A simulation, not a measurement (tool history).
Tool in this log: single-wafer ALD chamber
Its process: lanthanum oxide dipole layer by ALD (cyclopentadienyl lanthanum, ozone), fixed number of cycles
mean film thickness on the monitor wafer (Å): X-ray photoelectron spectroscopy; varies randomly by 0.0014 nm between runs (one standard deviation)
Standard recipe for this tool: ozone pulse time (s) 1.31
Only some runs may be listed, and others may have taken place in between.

| run | hour | ozone pulse time (s) | wafers since the last listed run | hours since the last thermocouple change | hours since the last ozone generator service | hours since the showerhead was replaced | hours since the gauge calibration | read-back reference wafer on the same gauge, thickness_nm | mean film thickness on the monitor wafer (Å) |
|---|---|---|---|---|---|---|---|---|---|
| 1 | 0.0 | 1.46 | 0 | 1525.8 | 859.0 | 8329.6 | 493.6 | 0.632 | 5.85 |
| 2 | 64.7 | 1.31 | 1337 | 1590.5 | 923.7 | 8394.3 | 558.3 | 0.633 | 5.70 |
| 3 | 92.8 | 1.31 | 580 | 1618.6 | 951.8 | 8422.4 | 586.4 | 0.631 | 5.71 |
|  | 120.9 | gauge calibrated |
| 4 | 146.1 | 1.31 | 1101 | 1671.9 | 1005.1 | 8475.7 | 25.2 | 0.632 | 5.64 |
| 5 | 206.0 | 1.09 | 1238 | 1731.8 | 1065.0 | 8535.6 | 85.1 | 0.632 | 5.28 |
| 6 | 264.8 | 1.09 | 1215 | 1790.6 | 1123.8 | 8594.4 | 143.9 | 0.633 | 5.25 |
| 7 | 310.9 | 1.09 | 952 | 1836.7 | 1169.9 | 8640.5 | 190.0 | 0.631 | 5.24 |
| 8 | 365.3 | 0.99 | 1124 | 1891.1 | 1224.3 | 8694.9 | 244.4 | 0.631 | 4.97 |
| 9 | 402.4 | 0.96 | 766 | 1928.2 | 1261.4 | 8732.0 | 281.5 | 0.632 | 4.88 |
| 10 | 469.1 | 0.96 | 1378 | 1994.9 | 1328.1 | 8798.7 | 348.2 | 0.631 | 4.84 |
| 11 | 513.5 | 0.96 | 917 | 2039.3 | 1372.5 | 8843.1 | 392.6 | 0.632 | 4.85 |
| 12 | 583.6 | 1.31 | 1448 | 2109.4 | 1442.6 | 8913.2 | 462.7 | 0.632 | 5.57 |
|  | 606.6 | showerhead replaced |
|  | 622.6 | ozone generator serviced |
| 13 | 654.0 | 1.75 | 1124 | 2179.8 | 31.4 | 47.4 | 533.1 | 0.632 | 6.03 |
|  | 696.7 | thermocouple changed; heater temperature recalibrated |
| 14 | 710.7 | 1.68 | 1006 | 14.0 | 88.1 | 104.1 | 589.8 | 0.632 | 5.99 |
| 15 | 751.5 | 1.67 | 843 | 54.8 | 128.9 | 144.9 | 630.6 | 0.632 | 6.01 |
| 16 | 782.7 | 1.31 | 644 | 86.0 | 160.1 | 176.1 | 661.8 | 0.632 | 5.72 |
|  | 834.5 | gauge calibrated |
| 17 | 848.3 | 1.31 | 1355 | 151.6 | 225.7 | 241.7 | 13.8 | 0.632 | 5.73 |
| 18 | 879.0 | 1.31 | 634 | 182.3 | 256.4 | 272.4 | 44.5 | 0.633 | 5.72 |
| 19 | 923.2 | 1.57 | 913 | 226.5 | 300.6 | 316.6 | 88.7 | 0.631 | 5.93 |
| 20 | 973.8 | 1.05 | 1045 | 277.1 | 351.2 | 367.2 | 139.3 | 0.632 | 5.23 |
| 21 | 1012.9 | 1.47 | 808 | 316.2 | 390.3 | 406.3 | 178.4 | 0.632 | 5.88 |
| 22 | 1058.7 | 1.13 | 946 | 362.0 | 436.1 | 452.1 | 224.2 | 0.632 | 5.43 |
| 23 | 1091.5 | 1.64 | 677 | 394.8 | 468.9 | 484.9 | 257.0 | 0.631 | 5.97 |
| 24 | 1123.9 | 1.53 | 669 | 427.2 | 501.3 | 517.3 | 289.4 | 0.633 | 5.95 |

Give the tool's hidden conditions for every run:
wafer temperature above the value expected at the setpoint (K): 0 across all the runs
gauge reads high (%): 0 across all the runs
H1: ozone dose above that of a generator just serviced (%)
| run | H1 |
|---|---|
| 1 | -2.92 |
| 2 | -3.35 |
| 3 | -3.54 |
| 4 | -3.93 |
| 5 | -4.39 |
| 6 | -4.87 |
| 7 | -5.26 |
| 8 | -5.74 |
| 9 | -6.08 |
| 10 | -6.72 |
| 11 | -7.16 |
| 12 | -7.89 |
| 13 | -0.515 |
| 14 | -0.54 |
| 15 | -0.572 |
| 16 | -0.606 |
| 17 | -0.7 |
| 18 | -0.754 |
| 19 | -0.845 |
| 20 | -0.968 |
| 21 | -1.07 |
| 22 | -1.22 |
| 23 | -1.33 |
| 24 | -1.44 |
